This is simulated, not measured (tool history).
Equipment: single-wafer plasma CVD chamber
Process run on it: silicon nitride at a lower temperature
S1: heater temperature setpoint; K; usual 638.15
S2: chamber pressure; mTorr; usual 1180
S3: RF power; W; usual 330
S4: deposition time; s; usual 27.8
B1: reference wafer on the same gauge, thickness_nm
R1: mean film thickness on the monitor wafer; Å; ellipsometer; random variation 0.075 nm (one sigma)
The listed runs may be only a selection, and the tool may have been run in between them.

run 1 hour=0.0 | S1=628.15 S2=1180 S3=330 S4=27.8 | B1=28.286 | R1=288.01
run 2 hour=7.4 | S1=628.15 S2=1180 S3=330 S4=27.8 | B1=28.346 | R1=287.31
run 3 hour=18.0 | S1=638.15 S2=1180 S3=330 S4=27.8 | B1=28.295 | R1=286.76
run 4 hour=28.0 | S1=638.15 S2=1180 S3=330 S4=27.8 | B1=28.324 | R1=285.72
run 5 hour=36.0 | S1=638.15 S2=1180 S3=330 S4=27.8 | B1=28.255 | R1=286.42
run 6 hour=48.0 | S1=638.15 S2=1180 S3=330 S4=27.8 | B1=28.331 | R1=286.22
run 7 hour=60.6 | S1=638.15 S2=1180 S3=330 S4=27.8 | B1=28.317 | R1=285.17
run 8 hour=76.1 | S1=638.15 S2=1180 S3=330 S4=27.8 | B1=28.295 | R1=284.72
run 9 hour=87.8 | S1=638.15 S2=1180 S3=330 S4=27.8 | B1=28.286 | R1=284.32
run 10 hour=96.3 | S1=638.15 S2=1180 S3=330 S4=27.8 | B1=28.299 | R1=285.99
run 11 hour=110.1 | S1=638.15 S2=1180 S3=330 S4=27.8 | B1=28.261 | R1=285.03
-- hour=128.2 capacitance manometer re-zeroed and calibrated
run 12 hour=128.7 | S1=638.15 S2=1180 S3=330 S4=27.8 | B1=28.322 | R1=283.78
-- hour=133.8 gauge calibrated
-- hour=142.3 RF generator calibrated
-- hour=143.8 thermocouple changed; heater temperature recalibrated
run 13 hour=144.3 | S1=638.15 S2=1270 S3=330 S4=27.8 | B1=28.283 | R1=314.52
run 14 hour=144.6 | S1=623.15 S2=1310 S3=265 S4=27.8 | B1=28.272 | R1=267.36
run 15 hour=150.9 | S1=638.15 S2=1460 S3=330 S4=23.5 | B1=28.299 | R1=282.37
run 16 hour=166.2 | S1=638.15 S2=1180 S3=295 S4=25.8 | B1=28.316 | R1=258.25
run 17 hour=178.8 | S1=630.15 S2=1180 S3=295 S4=27.8 | B1=28.295 | R1=278.72
run 18 hour=190.4 | S1=638.15 S2=1180 S3=330 S4=27.8 | B1=28.262 | R1=303.22
-- hour=200.9 showerhead replaced
run 19 hour=207.5 | S1=651.15 S2=1440 S3=330 S4=27.8 | B1=28.317 | R1=328.97
run 20 hour=215.6 | S1=638.15 S2=1180 S3=265 S4=23.7 | B1=28.303 | R1=216.56
run 21 hour=232.1 | S1=643.15 S2=1270 S3=330 S4=32.5 | B1=28.278 | R1=365.16
run 22 hour=246.2 | S1=638.15 S2=1180 S3=330 S4=27.8 | B1=28.325 | R1=301.46
run 23 hour=257.9 | S1=638.15 S2=1180 S3=330 S4=27.8 | B1=28.307 | R1=302.90
run 24 hour=272.0 | S1=638.15 S2=1430 S3=360 S4=29.8 | B1=28.313 | R1=375.06
run 25 hour=283.1 | S1=646.15 S2=1180 S3=350 S4=27.8 | B1=28.266 | R1=314.37
run 26 hour=294.8 | S1=638.15 S2=1180 S3=330 S4=27.8 | B1=28.279 | R1=301.81
run 27 hour=309.7 | S1=638.15 S2=1180 S3=330 S4=27.8 | B1=28.294 | R1=300.77

Each row is a separate what-if for the run after 27, all from the same tool condition, not one after another. Results?
run A hour=310.1 | S1=629.15 S2=1180 S3=330 S4=27.8 | B1=? | R1=?
run B hour=310.1 | S1=638.15 S2=1180 S3=330 S4=29.2 | B1=? | R1=?
run C hour=310.1 | S1=628.15 S2=1330 S3=275 S4=27.8 | B1=? | R1=?
run D hour=310.1 | S1=653.15 S2=1050 S3=355 S4=27.8 | B1=? | R1=?
run E hour=310.1 | S1=623.15 S2=1180 S3=330 S4=27.8 | B1=? | R1=?

run=A B1=28.299 R1=303.01
run=B B1=28.299 R1=317.20
run=C B1=28.299 R1=275.81
run=D B1=28.299 R1=298.91
run=E B1=28.299 R1=303.66
Had the tool no hidden state, the same runs would have come out as:
run=A R1=306.19
run=B R1=320.52
run=C R1=278.89
run=D R1=301.92
run=E R1=306.85

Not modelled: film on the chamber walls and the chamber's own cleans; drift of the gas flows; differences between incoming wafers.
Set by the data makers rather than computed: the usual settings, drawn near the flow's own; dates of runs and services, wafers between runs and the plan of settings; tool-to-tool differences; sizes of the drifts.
